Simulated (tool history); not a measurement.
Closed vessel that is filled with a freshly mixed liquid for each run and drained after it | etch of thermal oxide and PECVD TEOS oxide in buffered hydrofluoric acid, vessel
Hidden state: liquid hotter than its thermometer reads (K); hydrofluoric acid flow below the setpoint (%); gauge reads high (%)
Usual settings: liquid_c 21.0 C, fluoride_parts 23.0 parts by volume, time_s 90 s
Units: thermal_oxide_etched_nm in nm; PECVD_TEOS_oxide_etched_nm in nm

| run | hour | liquid_c | fluoride_parts | time_s | wafers since the last listed run | hours since the thermometer was replaced | hours since the hydrofluoric acid flow meter was replaced | hours since the gauge calibration | read-back film thickness of the thermal oxide reference wafer, read on the same gauge (nm) | read-back film thickness of the PECVD TEOS oxide reference wafer, read on the same gauge (nm) | thermal_oxide_etched_nm | PECVD_TEOS_oxide_etched_nm |
|---|---|---|---|---|---|---|---|---|---|---|---|---|
| 1 | 0.0 | 24.0 | 23.0 | 90 | 0 | 775.7 | 864.2 | 648.2 | 129.99 | 49.99 | 47.91 | 160.79 |
| 2 | 21.2 | 21.0 | 23.0 | 90 | 2913 | 796.9 | 885.4 | 669.4 | 130.01 | 49.99 | 40.52 | 135.48 |
|  | 24.5 | gauge calibrated |
|  | 34.4 | thermometer replaced |
| 3 | 49.1 | 21.0 | 23.0 | 90 | 3697 | 14.7 | 913.3 | 24.6 | 130.01 | 49.99 | 40.43 | 136.24 |
| 4 | 74.6 | 21.0 | 23.0 | 90 | 3504 | 40.2 | 938.8 | 50.1 | 130.01 | 50.00 | 40.04 | 135.49 |
| 5 | 93.2 | 21.0 | 23.0 | 90 | 2556 | 58.8 | 957.4 | 68.7 | 130.04 | 50.01 | 40.40 | 135.94 |
| 6 | 118.2 | 21.0 | 23.0 | 90 | 3436 | 83.8 | 982.4 | 93.7 | 129.97 | 50.00 | 40.31 | 134.71 |
| 7 | 142.9 | 19.5 | 23.0 | 90 | 3394 | 108.5 | 1007.1 | 118.4 | 130.04 | 50.00 | 37.25 | 125.70 |
| 8 | 178.3 | 19.5 | 23.0 | 90 | 4865 | 143.9 | 1042.5 | 153.8 | 129.99 | 50.00 | 37.31 | 124.44 |
|  | 193.2 | hydrofluoric acid flow meter replaced |
| 9 | 203.4 | 24.0 | 16.5 | 65 | 3312 | 169.0 | 10.2 | 178.9 | 129.97 | 50.02 | 46.05 | 154.79 |
| 10 | 224.4 | 21.0 | 23.0 | 90 | 2886 | 190.0 | 31.2 | 199.9 | 130.04 | 50.02 | 40.40 | 137.42 |
| 11 | 241.0 | 26.0 | 26.5 | 40 | 2281 | 206.6 | 47.8 | 216.5 | 129.99 | 50.00 | 21.51 | 71.52 |
| 12 | 264.8 | 21.0 | 23.0 | 90 | 3271 | 230.4 | 71.6 | 240.3 | 129.99 | 49.98 | 40.43 | 135.49 |
| 13 | 299.5 | 21.0 | 18.5 | 130 | 4769 | 265.1 | 106.3 | 275.0 | 130.02 | 50.01 | 69.47 | 233.79 |
| 14 | 323.4 | 21.0 | 23.0 | 90 | 3285 | 289.0 | 130.2 | 298.9 | 129.96 | 50.00 | 40.55 | 134.11 |
| 15 | 343.1 | 25.5 | 30.0 | 45 | 2707 | 308.7 | 149.9 | 318.6 | 130.02 | 50.01 | 21.54 | 72.84 |

Run 16 comes next. What will it give?
| 16 | 368.9 | 23.5 | 23.0 | 90 | 3546 | 334.5 | 175.7 | 344.4 | ? | ? | ? | ? |

Run 16 gave read-back film thickness of the thermal oxide reference wafer, read on the same gauge (nm) 130.00, read-back film thickness of the PECVD TEOS oxide reference wafer, read on the same gauge (nm) 49.99, thermal_oxide_etched_nm 46.58 nm, PECVD_TEOS_oxide_etched_nm 155.59 nm.
Without the tool's hidden state the same run would have given thermal_oxide_etched_nm 46.58 nm, PECVD_TEOS_oxide_etched_nm 155.59 nm.
